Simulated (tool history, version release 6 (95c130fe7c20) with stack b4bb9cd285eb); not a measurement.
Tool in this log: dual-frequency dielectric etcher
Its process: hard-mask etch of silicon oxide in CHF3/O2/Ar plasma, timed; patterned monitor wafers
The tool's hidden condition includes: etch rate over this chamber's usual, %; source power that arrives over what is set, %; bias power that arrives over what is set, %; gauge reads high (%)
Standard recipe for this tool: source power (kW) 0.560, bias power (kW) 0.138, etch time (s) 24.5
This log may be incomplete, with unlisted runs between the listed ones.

run    hour  source power (kW)  bias power (kW)  etch time (s)  wafers since the last listed run  hours since the last wet clean  hours since the last source power generator calibration  hours since the last bias power generator calibration  hours since the last upper electrode change  hours since the gauge calibration  read-back reference wafer on the same gauge, depth_nm  mean etch depth across the wafer (nm)
  1     0.0              0.560            0.138           24.5                                 0                           212.2                                                   1444.4                                                 2841.1                                       2482.8                              805.8                                                  49.98                                  44.40
  2    69.3              0.560            0.138           24.5                              1224                           281.5                                                   1513.7                                                 2910.4                                       2552.1                              875.1                                                  49.96                                  44.12
  3   136.5              0.560            0.115           24.5                              1187                           348.7                                                   1580.9                                                 2977.6                                       2619.3                              942.3                                                  50.01                                  40.64
  4   167.8              0.560            0.138           24.5                               552                           380.0                                                   1612.2                                                 3008.9                                       2650.6                              973.6                                                  50.00                                  43.81
  5   206.2              0.560            0.138           24.5                               678                           418.4                                                   1650.6                                                 3047.3                                       2689.0                             1012.0                                                  50.01                                  44.50
      230.8  -- wet clean of the chamber
  6   272.7              0.560            0.138           24.5                               750                            41.9                                                   1717.1                                                 3113.8                                       2755.5                             1078.5                                                  50.02                                  44.49
  7   333.5              0.560            0.160           29.0                              1074                           102.7                                                   1777.9                                                 3174.6                                       2816.3                             1139.3                                                  49.95                                  55.78
  8   380.5              0.500            0.138           22.0                               830                           149.7                                                   1824.9                                                 3221.6                                       2863.3                             1186.3                                                  50.06                                  36.78
  9   430.8              0.500            0.138           22.0                               888                           200.0                                                   1875.2                                                 3271.9                                       2913.6                             1236.6                                                  49.94                                  36.90
 10   466.5              0.560            0.138           24.5                               630                           235.7                                                   1910.9                                                 3307.6                                       2949.3                             1272.3                                                  50.00                                  44.57
      498.6  -- source power generator calibrated
 11   530.1              0.560            0.138           21.5                              1052                           299.3                                                     31.5                                                 3371.2                                       3012.9                             1335.9                                                  49.98                                  38.27
 12   556.2              0.560            0.138           21.5                               461                           325.4                                                     57.6                                                 3397.3                                       3039.0                             1362.0                                                  49.95                                  38.67
 13   591.5              0.560            0.165           27.5                               623                           360.7                                                     92.9                                                 3432.6                                       3074.3                             1397.3                                                  49.95                                  53.26
 14   618.9              0.560            0.165           27.5                               484                           388.1                                                    120.3                                                 3460.0                                       3101.7                             1424.7                                                  50.01                                  53.02
      654.7  -- wet clean of the chamber
 15   664.9              0.560            0.116           31.0                               388                            10.2                                                    166.3                                                 3506.0                                       3147.7                             1470.7                                                  49.93                                  52.08
 16   702.7              0.560            0.138           24.5                               667                            48.0                                                    204.1                                                 3543.8                                       3185.5                             1508.5                                                  50.05                                  43.56
      723.0  -- gauge calibrated
 17   747.3              0.560            0.138           26.5                               787                            92.6                                                    248.7                                                 3588.4                                       3230.1                               24.3                                                  50.09                                  47.57
 18   786.0              0.560            0.138           17.5                               683                           131.3                                                    287.4                                                 3627.1                                       3268.8                               63.0                                                  50.00                                  31.48
 19   846.4              0.560            0.138           24.5                              1067                           191.7                                                    347.8                                                 3687.5                                       3329.2                              123.4                                                  49.99                                  44.24
 20   889.8              0.470            0.138           22.5                               766                           235.1                                                    391.2                                                 3730.9                                       3372.6                              166.8                                                  49.99                                  36.16
      925.2  -- upper electrode replaced
 21   952.5              0.660            0.164           24.5                               683                           297.8                                                    453.9                                                 3793.6                                         27.3                              229.5                                                  50.04                                  52.36
     1001.5  -- bias power generator calibrated
 22  1002.0              0.660            0.138           21.0                               803                           347.3                                                    503.4                                                    0.5                                         76.8                              279.0                                                  49.98                                  41.94
     1095.5  -- wet clean of the chamber
 23  1109.2              0.610            0.154           18.5                              1469                            13.7                                                    610.6                                                  107.7                                        184.0                              386.2                                                  49.96                                  36.63
 24  1164.4              0.470            0.156           19.0                               975                            68.9                                                    665.8                                                  162.9                                        239.2                              441.4                                                  50.02                                  32.10
 25  1192.9              0.560            0.138           24.5                               503                            97.4                                                    694.3                                                  191.4                                        267.7                              469.9                                                  50.05                                  44.01
 26  1224.9              0.440            0.167           20.5                               565                           129.4                                                    726.3                                                  223.4                                        299.7                              501.9                                                  50.02                                  34.13
 27  1270.7              0.560            0.138           27.5                               809                           175.2                                                    772.1                                                  269.2                                        345.5                              547.7                                                  49.99                                  49.58
 28  1338.9              0.560            0.138           24.5                              1204                           243.4                                                    840.3                                                  337.4                                        413.7                              615.9                                                  49.94                                  44.21
 29  1378.4              0.520            0.138           29.5                               697                           282.9                                                    879.8                                                  376.9                                        453.2                              655.4                                                  50.04                                  50.77
 30  1405.1              0.690            0.165           21.5                               471                           309.6                                                    906.5                                                  403.6                                        479.9                              682.1                                                  49.94                                  47.40

Hidden state, per run?
etch rate over this chamber's usual, %: 0 at every run
source power that arrives over what is set, %: 0 at every run
bias power that arrives over what is set, %: 0 at every run
gauge reads high (%): 0 at every run

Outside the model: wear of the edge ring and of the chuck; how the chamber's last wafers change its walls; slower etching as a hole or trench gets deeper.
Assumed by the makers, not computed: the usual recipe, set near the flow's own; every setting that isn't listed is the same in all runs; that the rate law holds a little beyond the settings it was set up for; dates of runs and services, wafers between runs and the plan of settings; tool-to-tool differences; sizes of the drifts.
